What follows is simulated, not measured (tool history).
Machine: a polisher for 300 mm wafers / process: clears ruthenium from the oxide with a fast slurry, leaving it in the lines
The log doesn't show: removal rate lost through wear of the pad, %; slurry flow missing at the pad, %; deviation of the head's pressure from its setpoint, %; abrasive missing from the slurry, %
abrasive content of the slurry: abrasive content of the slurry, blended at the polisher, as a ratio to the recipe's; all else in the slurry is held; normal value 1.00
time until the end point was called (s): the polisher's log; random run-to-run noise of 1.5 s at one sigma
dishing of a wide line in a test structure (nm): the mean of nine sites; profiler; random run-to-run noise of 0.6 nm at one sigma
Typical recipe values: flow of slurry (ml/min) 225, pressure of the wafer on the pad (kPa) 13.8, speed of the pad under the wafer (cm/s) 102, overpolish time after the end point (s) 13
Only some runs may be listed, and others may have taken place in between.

run     day  flow of slurry (ml/min)  pressure of the wafer on the pad (kPa)  speed of the pad under the wafer (cm/s)  abrasive content of the slurry  overpolish time after the end point (s)  wafers since the last listed run  wafers polished on this pad  hours since the slurry nozzle was cleaned  hours since the head pressure was calibrated  hours since the slurry blender was calibrated  incoming thickness of the incoming film, nm  time until the end point was called (s)  dishing of a wide line in a test structure (nm)
  1   0.000                      225                                    13.8                                      102                            1.00                                       13                                 0                          498                                      773.9                                         503.4                                          139.7                                        228.8                                     92.3                                             25.3
      1.321  -- slurry nozzle cleaned
  2   2.204                      225                                    13.8                                      102                            1.00                                       13                               731                         1229                                       21.2                                         556.3                                          192.6                                        227.8                                     96.6                                             23.8
  3   4.683                      225                                    13.8                                      102                            1.00                                       13                               838                         2067                                       80.7                                         615.8                                          252.1                                        227.4                                     96.7                                             24.6
  4   5.929                      225                                    17.2                                      102                            0.90                                       13                               421                         2488                                      110.6                                         645.7                                          282.0                                        233.3                                     86.2                                             27.8
  5   7.762                      225                                    17.2                                      102                            0.90                                       13                               619                         3108                                      154.6                                         689.7                                          326.0                                        229.6                                     84.3                                             27.6
  6   9.071                      225                                    13.8                                      102                            1.00                                       13                               442                         3551                                      186.0                                         721.1                                          357.4                                        228.8                                    101.1                                             23.7
  7  10.388                      225                                    13.8                                      102                            1.00                                       13                               445                         3996                                      217.6                                         752.7                                          389.0                                        233.1                                    104.8                                             23.2
     13.162  -- slurry blender recalibrated
  8  13.183                      225                                    13.8                                      102                            1.00                                       13                               917                         4913                                      284.7                                         819.8                                            0.5                                        225.2                                     88.8                                             26.7
  9  14.767                      265                                    13.8                                      102                            1.00                                       13                               535                         5448                                      322.7                                         857.8                                           38.5                                        233.1                                     93.7                                             25.6
     16.204  -- worn pad replaced by a new one
 10  16.938                      265                                    13.8                                      102                            1.00                                       13                               677                          247                                      374.8                                         909.9                                           90.6                                        232.1                                     93.9                                             25.2
 11  19.083                      265                                    13.8                                      102                            1.00                                       13                               725                          972                                      426.3                                         961.4                                          142.1                                        227.2                                     93.1                                             25.2
 12  20.850                      225                                     9.7                                      102                            1.00                                       16                               597                         1570                                      468.7                                        1003.8                                          184.5                                        227.9                                    139.9                                             21.6
 13  22.871                      225                                    13.8                                       86                            0.80                                       13                               683                         2253                                      517.2                                        1052.3                                          233.0                                        226.3                                    124.8                                             20.0
     23.042  -- head pressure recalibrated
 14  24.296                      225                                    13.8                                      112                            1.00                                       13                               453                         2707                                      551.4                                          30.1                                          267.2                                        234.0                                     95.8                                             25.5
 15  26.179                      225                                    13.8                                      114                            1.00                                       13                               636                         3343                                      596.6                                          75.3                                          312.4                                        227.7                                     91.7                                             24.6
 16  29.162                      225                                    11.7                                      136                            1.00                                       13                              1008                         4352                                      668.2                                         146.9                                          384.0                                        233.2                                    102.2                                             24.1
     29.525  -- slurry blender recalibrated
     31.050  -- slurry nozzle cleaned
 17  32.133                      225                                    13.8                                      112                            1.00                                       13                               962                         5314                                       26.0                                         218.2                                           62.6                                        228.1                                     90.8                                             27.0
 18  34.696                      225                                    11.7                                      120                            1.00                                       17                               866                         6181                                       87.5                                         279.7                                          124.1                                        231.7                                    100.3                                             29.6
     35.175  -- worn pad replaced by a new one
 19  35.850                      265                                    13.8                                      102                            1.00                                       13                               333                          228                                      115.2                                         307.4                                          151.8                                        226.0                                     93.8                                             24.8
 20  38.742                      225                                    13.8                                      102                            1.00                                       13                               977                         1206                                      184.6                                         376.8                                          221.2                                        232.6                                     99.3                                             24.6
 21  41.512                      225                                    13.8                                      102                            1.00                                       18                               936                         2143                                      251.1                                         443.3                                          287.7                                        229.9                                     99.4                                             30.7
 22  43.692                      225                                    13.8                                      102                            1.20                                       13                               736                         2880                                      303.4                                         495.6                                          340.0                                        227.6                                     90.7                                             25.9
 23  46.288                      225                                    13.8                                       82                            1.15                                       13                               877                         3757                                      365.7                                         557.9                                          402.3                                        229.2                                    109.6                                             22.7
     46.583  -- slurry blender recalibrated
     51.896  -- worn pad replaced by a new one
 24  54.679                      225                                    17.9                                      102                            1.00                                        5                              2752                          941                                      567.1                                         759.3                                          194.3                                        225.2                                     75.1                                             13.2
 25  56.858                      160                                    13.8                                      102                            1.00                                       13                               736                         1677                                      619.4                                         811.6                                          246.6                                        229.9                                    107.4                                             23.5
 26  58.150                      225                                    13.8                                      102                            1.00                                       16                               436                         2114                                      650.4                                         842.6                                          277.6                                        233.1                                    101.9                                             29.3
 27  60.508                      200                                    13.8                                      120                            1.00                                       13                               797                         2912                                      707.0                                         899.2                                          334.2                                        230.9                                     95.8                                             24.9
     63.575  -- head pressure recalibrated
     64.196  -- slurry blender recalibrated
     66.038  -- slurry nozzle cleaned
 28  68.254                      305                                    11.0                                      102                            1.00                                       13                              2548                         5460                                       53.2                                         112.3                                           97.4                                        230.8                                    115.2                                             21.6
     69.508  -- worn pad replaced by a new one
 29  70.900                      225                                    13.8                                      116                            1.00                                       19                               838                          469                                      116.7                                         175.8                                          160.9                                        233.1                                     90.9                                             34.5

Here are 3 independent what-if runs from the current tool condition. What would each one return?
  A  70.917                      225                                    13.8                                      102                            1.00                                       13                                 5                          475                                      117.1                                         176.2                                          161.3                                        234.0                                        ?                                                ?
  B  70.917                      260                                    13.8                                      102                            1.25                                       18                                 5                          475                                      117.1                                         176.2                                          161.3                                        234.0                                        ?                                                ?
  C  70.917                      190                                    11.7                                       76                            1.00                                        6                                 5                          475                                      117.1                                         176.2                                          161.3                                        234.0                                        ?                                                ?

run  time until the end point was called (s)  dishing of a wide line in a test structure (nm)
  A                                     99.7                                             23.7
  B                                     87.1                                             34.2
  C                                    141.8                                              8.6
With no hidden state in the tool, these same runs would have given:
run  time until the end point was called (s)  dishing of a wide line in a test structure (nm)
  A                                     93.7                                             24.9
  B                                     82.6                                             35.6
  C                                    133.3                                              9.1

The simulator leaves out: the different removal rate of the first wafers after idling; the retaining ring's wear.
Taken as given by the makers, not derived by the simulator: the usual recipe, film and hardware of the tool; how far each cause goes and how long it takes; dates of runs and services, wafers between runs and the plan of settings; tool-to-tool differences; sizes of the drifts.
